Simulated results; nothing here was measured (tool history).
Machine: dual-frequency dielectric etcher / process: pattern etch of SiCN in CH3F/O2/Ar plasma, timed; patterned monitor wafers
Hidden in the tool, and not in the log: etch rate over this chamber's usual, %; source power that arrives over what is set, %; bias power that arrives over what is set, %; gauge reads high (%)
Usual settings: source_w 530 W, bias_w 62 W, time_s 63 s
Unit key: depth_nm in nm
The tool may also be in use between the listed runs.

| run | hour | source_w | bias_w | time_s | wafers since the last listed run | hours since the last wet clean | hours since the last source power generator calibration | hours since the last bias power generator calibration | hours since the last upper electrode change | hours since the gauge calibration | read-back reference wafer on the same gauge, depth_nm | depth_nm |
|---|---|---|---|---|---|---|---|---|---|---|---|---|
| 1 | 0 | 530 | 62 | 63 | 0 | 358.3 | 4279.2 | 4571 | 4029.7 | 161.8 | 20.1 | 24.35 |
| 2 | 25.3 | 530 | 62 | 63 | 430 | 383.6 | 4304.5 | 4596.3 | 4055 | 187.1 | 20.09 | 24.35 |
| 3 | 45 | 530 | 59 | 63 | 335 | 403.3 | 4324.2 | 4616 | 4074.7 | 206.8 | 20.09 | 23.88 |
| 4 | 78.3 | 530 | 59 | 63 | 566 | 436.6 | 4357.5 | 4649.3 | 4108 | 240.1 | 20.09 | 23.85 |
|  | 128.6 | wet clean of the chamber |
| 5 | 129.1 | 530 | 59 | 63 | 455 | 0.5 | 4408.3 | 4700.1 | 4158.8 | 290.9 | 20.1 | 24.14 |
| 6 | 131.7 | 530 | 62 | 63 | 44 | 3.1 | 4410.9 | 4702.7 | 4161.4 | 293.5 | 20.1 | 24.61 |
|  | 139.5 | gauge calibrated |
| 7 | 148.8 | 530 | 62 | 63 | 290 | 20.2 | 4428 | 4719.8 | 4178.5 | 9.3 | 20.11 | 24.7 |
|  | 182.3 | upper electrode replaced |
| 8 | 182.8 | 610 | 54 | 68 | 170 | 54.2 | 4462 | 4753.8 | 0.5 | 43.3 | 20.1 | 26 |
|  | 204.4 | source power generator calibrated |
| 9 | 206.2 | 530 | 70 | 68 | 330 | 77.6 | 1.8 | 4777.2 | 23.9 | 66.7 | 20.09 | 27.81 |
| 10 | 236.3 | 480 | 62 | 44.5 | 512 | 107.7 | 31.9 | 4807.3 | 54 | 96.8 | 20.09 | 16.98 |
| 11 | 259.3 | 530 | 57 | 63 | 391 | 130.7 | 54.9 | 4830.3 | 77 | 119.8 | 20.09 | 23.71 |
|  | 265.8 | bias power generator calibrated |
| 12 | 292.6 | 530 | 62 | 63 | 498 | 164 | 88.2 | 26.8 | 110.3 | 153.1 | 20.09 | 24.43 |
| 13 | 310.6 | 530 | 75 | 63 | 306 | 182 | 106.2 | 44.8 | 128.3 | 171.1 | 20.1 | 26.37 |
| 14 | 337 | 530 | 75 | 63 | 449 | 208.4 | 132.6 | 71.2 | 154.7 | 197.5 | 20.1 | 26.28 |

Forecast each of these 5 alternatives for the next run:
| A | 337.4 | 530 | 62 | 45 | 6 | 208.8 | 133 | 71.6 | 155.1 | 197.9 | ? | ? |
| B | 337.4 | 500 | 78 | 79.5 | 6 | 208.8 | 133 | 71.6 | 155.1 | 197.9 | ? | ? |
| C | 337.4 | 490 | 75 | 63 | 6 | 208.8 | 133 | 71.6 | 155.1 | 197.9 | ? | ? |
| D | 337.4 | 620 | 56 | 63 | 6 | 208.8 | 133 | 71.6 | 155.1 | 197.9 | ? | ? |
| E | 337.4 | 530 | 68 | 54.5 | 6 | 208.8 | 133 | 71.6 | 155.1 | 197.9 | ? | ? |

| run | read-back reference wafer on the same gauge, depth_nm | depth_nm |
|---|---|---|
| A | 20.1 | 17.42 |
| B | 20.1 | 33.25 |
| C | 20.1 | 25.84 |
| D | 20.1 | 24.29 |
| E | 20.1 | 21.86 |
The same runs, with their run-to-run variation unchanged, on a tool lacking any hidden condition would have given:
| run | depth_nm |
|---|---|
| A | 17.63 |
| B | 33.66 |
| C | 26.15 |
| D | 24.59 |
| E | 22.13 |
